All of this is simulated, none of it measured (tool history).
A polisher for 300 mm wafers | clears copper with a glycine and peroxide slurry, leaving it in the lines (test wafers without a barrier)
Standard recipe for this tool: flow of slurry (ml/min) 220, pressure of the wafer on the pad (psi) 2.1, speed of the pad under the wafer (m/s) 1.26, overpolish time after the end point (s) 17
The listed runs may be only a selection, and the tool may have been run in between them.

run    hour  flow of slurry (ml/min)  pressure of the wafer on the pad (psi)  speed of the pad under the wafer (m/s)  overpolish time after the end point (s)  wafers since the last listed run  wafers polished on this pad  hours since the slurry nozzle was cleaned  hours since the head pressure was calibrated  incoming thickness of the incoming film, nm  time until the end point was called (s)  dishing of a wide line in a test structure (Å)
  1     0.0                      240                                     2.1                                    1.46                                       17                                 0                          296                                      307.4                                        1068.3                                        827.0                                    132.8                                             517
  2    82.6                      240                                     2.1                                    1.46                                       17                               529                          825                                      390.0                                        1150.9                                        841.7                                    138.4                                             516
  3   160.6                      220                                     2.1                                    1.26                                       17                               499                         1325                                      468.0                                        1228.9                                        821.7                                    151.2                                             456
      210.7  -- head pressure recalibrated
  4   236.7                      220                                     2.1                                    1.26                                       17                               474                         1800                                      544.1                                          26.0                                        835.3                                    156.2                                             476
      240.4  -- slurry nozzle cleaned
  5   273.6                      220                                     2.1                                    1.26                                       17                               230                         2030                                       33.2                                          62.9                                        821.5                                    154.8                                             456
  6   366.6                      220                                     2.1                                    1.26                                       17                               595                         2626                                      126.2                                         155.9                                        832.8                                    155.9                                             467
  7   459.1                      220                                     2.1                                    1.26                                       17                               592                         3219                                      218.7                                         248.4                                        828.1                                    154.8                                             458
      466.4  -- worn pad replaced by a new one
  8   527.5                      220                                     2.1                                    1.26                                       17                               412                          391                                      287.1                                         316.8                                        836.6                                    167.4                                             435
  9   621.8                      220                                     2.1                                    1.26                                       17                               604                          995                                      381.4                                         411.1                                        821.8                                    167.5                                             441
 10   726.1                      220                                     2.1                                    1.26                                       17                               668                         1664                                      485.7                                         515.4                                        841.3                                    178.1                                             428
 11   768.2                      220                                     2.1                                    1.26                                       10                               269                         1933                                      527.8                                         557.5                                        818.5                                    169.6                                             282
      814.5  -- worn pad replaced by a new one, repeated, since the last time left the tool worse
 12   817.3                      220                                     1.8                                    1.26                                       24                               289                           18                                      576.9                                         606.6                                        833.1                                    161.2                                             561
      868.0  -- slurry nozzle cleaned
 13   872.3                      220                                     1.8                                    1.26                                       24                               346                          364                                        4.3                                         661.6                                        840.0                                    164.6                                             567
 14   938.0                      220                                     2.1                                    1.26                                       17                               421                          785                                       70.0                                         727.3                                        842.1                                    151.5                                             476
 15  1044.5                      220                                     2.1                                    1.26                                       17                               682                         1467                                      176.5                                         833.8                                        830.4                                    153.6                                             486
 16  1112.1                      190                                     2.1                                    1.26                                       11                               433                         1900                                      244.1                                         901.4                                        824.4                                    156.4                                             331
 17  1166.5                      220                                     2.1                                    1.26                                       17                               348                         2249                                      298.5                                         955.8                                        835.2                                    157.0                                             483
 18  1207.7                      220                                     2.1                                    1.26                                       17                               264                         2513                                      339.7                                         997.0                                        821.0                                    153.5                                             462
 19  1303.1                      220                                     1.8                                    1.26                                       24                               611                         3124                                      435.1                                        1092.4                                        828.0                                    171.2                                             534
 20  1363.2                      220                                     2.1                                    1.62                                       17                               385                         3510                                      495.2                                        1152.5                                        822.7                                    132.5                                             515
     1370.5  -- head pressure recalibrated
     1420.7  -- slurry nozzle cleaned
     1422.2  -- worn pad replaced by a new one
 21  1438.3                      200                                     2.4                                    1.62                                       17                               452                          103                                       17.6                                          67.8                                        820.6                                    114.7                                             574
 22  1534.5                      240                                     2.3                                    1.26                                       17                               616                          719                                      113.8                                         164.0                                        843.9                                    144.0                                             520
 23  1591.3                      220                                     2.1                                    1.26                                       21                               364                         1083                                      170.6                                         220.8                                        833.8                                    153.1                                             568
 24  1687.7                      220                                     2.1                                    1.26                                       13                               617                         1701                                      267.0                                         317.2                                        829.1                                    151.8                                             388
 25  1777.3                      260                                     2.1                                    1.26                                       17                               574                         2275                                      356.6                                         406.8                                        825.9                                    152.5                                             474
 26  1873.1                      220                                     2.1                                    1.26                                       17                               613                         2889                                      452.4                                         502.6                                        825.6                                    156.5                                             475
     1897.6  -- slurry nozzle cleaned
 27  1943.3                      220                                     2.1                                    1.26                                       17                               443                         3332                                       45.7                                         572.8                                        820.7                                    153.5                                             461
     2003.0  -- worn pad replaced by a new one
 28  2104.5                      190                                     1.6                                    1.26                                       10                              1007                          650                                      206.9                                         734.0                                        834.5                                    185.9                                             264
 29  2173.3                      220                                     2.1                                    1.68                                       17                               440                         1091                                      275.7                                         802.8                                        828.0                                    125.3                                             530
 30  2221.5                      220                                     1.5                                    1.26                                       17                               308                         1399                                      323.9                                         851.0                                        832.9                                    190.9                                             402
 31  2305.1                      220                                     2.1                                    1.26                                       17                               535                         1935                                      407.5                                         934.6                                        841.9                                    159.3                                             454
 32  2355.2                      220                                     2.1                                    1.26                                       11                               321                         2256                                      457.6                                         984.7                                        830.7                                    156.4                                             327
     2391.0  -- slurry nozzle cleaned
 33  2397.8                      195                                     2.4                                    1.38                                       17                               266                         2523                                        6.8                                        1027.3                                        827.7                                    137.9                                             514
 34  2444.7                      220                                     1.9                                    1.26                                        9                               300                         2823                                       53.7                                        1074.2                                        830.1                                    166.7                                             263
 35  2551.1                      245                                     2.8                                    1.38                                       17                               681                         3505                                      160.1                                        1180.6                                        826.0                                    120.3                                             570

Describe how what the log doesn't record of the tool's condition differs between the last listed run preceding each entry between runs and the first listed run following it.
Between runs 3 and 4: head pressure recalibrated (hour 210.7)
  removal rate lost through wear of the pad, %: 4.81 -> 5.55
  measured less the result without the state, time until the end point was called (s): +7.2 -> +8.7; dishing of a wide line in a test structure (Å): -17 -> -21
Between runs 4 and 5: slurry nozzle cleaned (hour 240.4)
  removal rate lost through wear of the pad, %: 5.55 -> 5.81
  measured less the result without the state, time until the end point was called (s): +8.7 -> +9.0; dishing of a wide line in a test structure (Å): -21 -> -20
Between runs 7 and 8: worn pad replaced by a new one (hour 466.4)
  removal rate lost through wear of the pad, %: 6.56 -> 11.8
  measured less the result without the state, time until the end point was called (s): +10.2 -> +19.7; dishing of a wide line in a test structure (Å): -23 -> -42
Between runs 11 and 12: worn pad replaced by a new one, repeated, since the last time left the tool worse (hour 814.5)
  removal rate lost through wear of the pad, %: 15.3 -> 0.305
  measured less the result without the state, time until the end point was called (s): +26.0 -> +0.5; dishing of a wide line in a test structure (Å): -43 -> -1
Between runs 12 and 13: slurry nozzle cleaned (hour 868.0)
  removal rate lost through wear of the pad, %: 0.305 -> 2.04
  measured less the result without the state, time until the end point was called (s): +0.5 -> +3.3; dishing of a wide line in a test structure (Å): -1 -> -8
Between runs 20 and 21: head pressure recalibrated (hour 1370.5); slurry nozzle cleaned (hour 1420.7); worn pad replaced by a new one (hour 1422.2)
  removal rate lost through wear of the pad, %: 6.64 -> 0.705
  measured less the result without the state, time until the end point was called (s): +8.8 -> +0.8; dishing of a wide line in a test structure (Å): -25 -> -2
Between runs 26 and 27: slurry nozzle cleaned (hour 1897.6)
  removal rate lost through wear of the pad, %: 6.33 -> 6.52
  measured less the result without the state, time until the end point was called (s): +9.9 -> +10.0; dishing of a wide line in a test structure (Å): -23 -> -24
Between runs 27 and 28: worn pad replaced by a new one (hour 2003.0)
  removal rate lost through wear of the pad, %: 6.52 -> 4.28
  measured less the result without the state, time until the end point was called (s): +10.0 -> +7.9; dishing of a wide line in a test structure (Å): -24 -> -10
Between runs 32 and 33: slurry nozzle cleaned (hour 2391.0)
  removal rate lost through wear of the pad, %: 7.18 -> 7.39
  measured less the result without the state, time until the end point was called (s): +11.2 -> +10.2; dishing of a wide line in a test structure (Å): -21 -> -28
